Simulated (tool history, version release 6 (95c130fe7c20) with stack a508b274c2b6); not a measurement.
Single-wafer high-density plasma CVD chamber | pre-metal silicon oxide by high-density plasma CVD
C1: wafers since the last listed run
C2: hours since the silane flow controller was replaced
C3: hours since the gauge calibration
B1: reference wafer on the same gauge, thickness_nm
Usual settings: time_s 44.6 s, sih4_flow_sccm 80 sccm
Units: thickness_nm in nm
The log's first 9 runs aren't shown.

{"run": 10, "day": 35.338, "time_s": 44.6, "sih4_flow_sccm": 80, "C1": 1075, "C2": 1762.3, "C3": 1984.7, "B1": 363.048, "thickness_nm": 356.116}
{"run": 11, "day": 39.7, "time_s": 44.6, "sih4_flow_sccm": 80, "C1": 1439, "C2": 1867, "C3": 2089.4, "B1": 363.191, "thickness_nm": 358.079}
{"run": 12, "day": 41.617, "time_s": 44.6, "sih4_flow_sccm": 92, "C1": 632, "C2": 1913, "C3": 2135.4, "B1": 363.123, "thickness_nm": 397.211}
{"run": 13, "day": 45.017, "time_s": 44.6, "sih4_flow_sccm": 92, "C1": 1122, "C2": 1994.6, "C3": 2217, "B1": 362.835, "thickness_nm": 397.725}
{"run": 14, "day": 49.171, "time_s": 44.6, "sih4_flow_sccm": 92, "C1": 1371, "C2": 2094.3, "C3": 2316.7, "B1": 362.949, "thickness_nm": 395.65}
{"run": 15, "day": 52.829, "time_s": 51, "sih4_flow_sccm": 91, "C1": 1207, "C2": 2182.1, "C3": 2404.5, "B1": 363.359, "thickness_nm": 446.822}
{"run": 16, "day": 54.692, "time_s": 44.6, "sih4_flow_sccm": 80, "C1": 614, "C2": 2226.8, "C3": 2449.2, "B1": 363.217, "thickness_nm": 354.881}
{"day": 57.65, "done": "silane flow controller replaced"}
{"run": 17, "day": 58.271, "time_s": 44.6, "sih4_flow_sccm": 80, "C1": 1071, "C2": 14.9, "C3": 2535.1, "B1": 362.936, "thickness_nm": 356.825}
{"run": 18, "day": 60.958, "time_s": 50.3, "sih4_flow_sccm": 71, "C1": 886, "C2": 79.4, "C3": 2599.6, "B1": 363.303, "thickness_nm": 365.998}
{"run": 19, "day": 64.496, "time_s": 44.6, "sih4_flow_sccm": 64, "C1": 1167, "C2": 164.3, "C3": 2684.5, "B1": 363.308, "thickness_nm": 300.848}
{"run": 20, "day": 68.629, "time_s": 44.6, "sih4_flow_sccm": 80, "C1": 1364, "C2": 263.5, "C3": 2783.7, "B1": 362.859, "thickness_nm": 355.272}
{"day": 69.596, "done": "gauge calibrated"}
{"run": 21, "day": 72.129, "time_s": 44.6, "sih4_flow_sccm": 93, "C1": 1155, "C2": 347.5, "C3": 60.8, "B1": 363.171, "thickness_nm": 401.881}
{"run": 22, "day": 74.479, "time_s": 44.6, "sih4_flow_sccm": 90, "C1": 775, "C2": 403.9, "C3": 117.2, "B1": 362.847, "thickness_nm": 390.621}
{"run": 23, "day": 77.496, "time_s": 37.8, "sih4_flow_sccm": 80, "C1": 995, "C2": 476.3, "C3": 189.6, "B1": 362.68, "thickness_nm": 300.375}
{"run": 24, "day": 81.408, "time_s": 37.5, "sih4_flow_sccm": 92, "C1": 1291, "C2": 570.2, "C3": 283.5, "B1": 363.035, "thickness_nm": 332.915}
{"run": 25, "day": 83.375, "time_s": 36.1, "sih4_flow_sccm": 90, "C1": 649, "C2": 617.4, "C3": 330.7, "B1": 362.59, "thickness_nm": 315.037}
{"run": 26, "day": 87.538, "time_s": 41.5, "sih4_flow_sccm": 80, "C1": 1373, "C2": 717.3, "C3": 430.6, "B1": 362.904, "thickness_nm": 332.286}
{"run": 27, "day": 90.592, "time_s": 36.3, "sih4_flow_sccm": 80, "C1": 1007, "C2": 790.6, "C3": 503.9, "B1": 363.19, "thickness_nm": 291.368}
{"run": 28, "day": 92.883, "time_s": 49.5, "sih4_flow_sccm": 80, "C1": 756, "C2": 845.6, "C3": 558.9, "B1": 363.32, "thickness_nm": 396.223}
{"run": 29, "day": 95.038, "time_s": 37.8, "sih4_flow_sccm": 95, "C1": 710, "C2": 897.3, "C3": 610.6, "B1": 362.834, "thickness_nm": 344.63}
{"run": 30, "day": 97.312, "time_s": 44.6, "sih4_flow_sccm": 80, "C1": 750, "C2": 951.9, "C3": 665.2, "B1": 362.634, "thickness_nm": 354.728}
{"run": 31, "day": 99.492, "time_s": 44.6, "sih4_flow_sccm": 80, "C1": 719, "C2": 1004.2, "C3": 717.5, "B1": 362.634, "thickness_nm": 355.494}
{"run": 32, "day": 103.833, "time_s": 51.8, "sih4_flow_sccm": 74, "C1": 1432, "C2": 1108.4, "C3": 821.7, "B1": 362.997, "thickness_nm": 389.184}
{"run": 33, "day": 115.896, "time_s": 44.6, "sih4_flow_sccm": 80, "C1": 3981, "C2": 1397.9, "C3": 1111.2, "B1": 362.942, "thickness_nm": 356.44}
{"run": 34, "day": 119.533, "time_s": 40.4, "sih4_flow_sccm": 65, "C1": 1200, "C2": 1485.2, "C3": 1198.5, "B1": 363.135, "thickness_nm": 275.94}

3 ways to go on from here, each from the tool as it stands after run 34. What would each give?
{"run": "A", "day": 119.55, "time_s": 44.6, "sih4_flow_sccm": 86, "C1": 5, "C2": 1485.6, "C3": 1198.9, "B1": "?", "thickness_nm": "?"}
{"run": "B", "day": 119.55, "time_s": 48.1, "sih4_flow_sccm": 72, "C1": 5, "C2": 1485.6, "C3": 1198.9, "B1": "?", "thickness_nm": "?"}
{"run": "C", "day": 119.55, "time_s": 44.6, "sih4_flow_sccm": 89, "C1": 5, "C2": 1485.6, "C3": 1198.9, "B1": "?", "thickness_nm": "?"}

run=A B1=362.936 thickness_nm=375.399
run=B B1=362.936 thickness_nm=353.281
run=C B1=362.936 thickness_nm=385.648
Without the tool's hidden state the same runs would have given:
run=A thickness_nm=375.399
run=B thickness_nm=353.281
run=C thickness_nm=385.648

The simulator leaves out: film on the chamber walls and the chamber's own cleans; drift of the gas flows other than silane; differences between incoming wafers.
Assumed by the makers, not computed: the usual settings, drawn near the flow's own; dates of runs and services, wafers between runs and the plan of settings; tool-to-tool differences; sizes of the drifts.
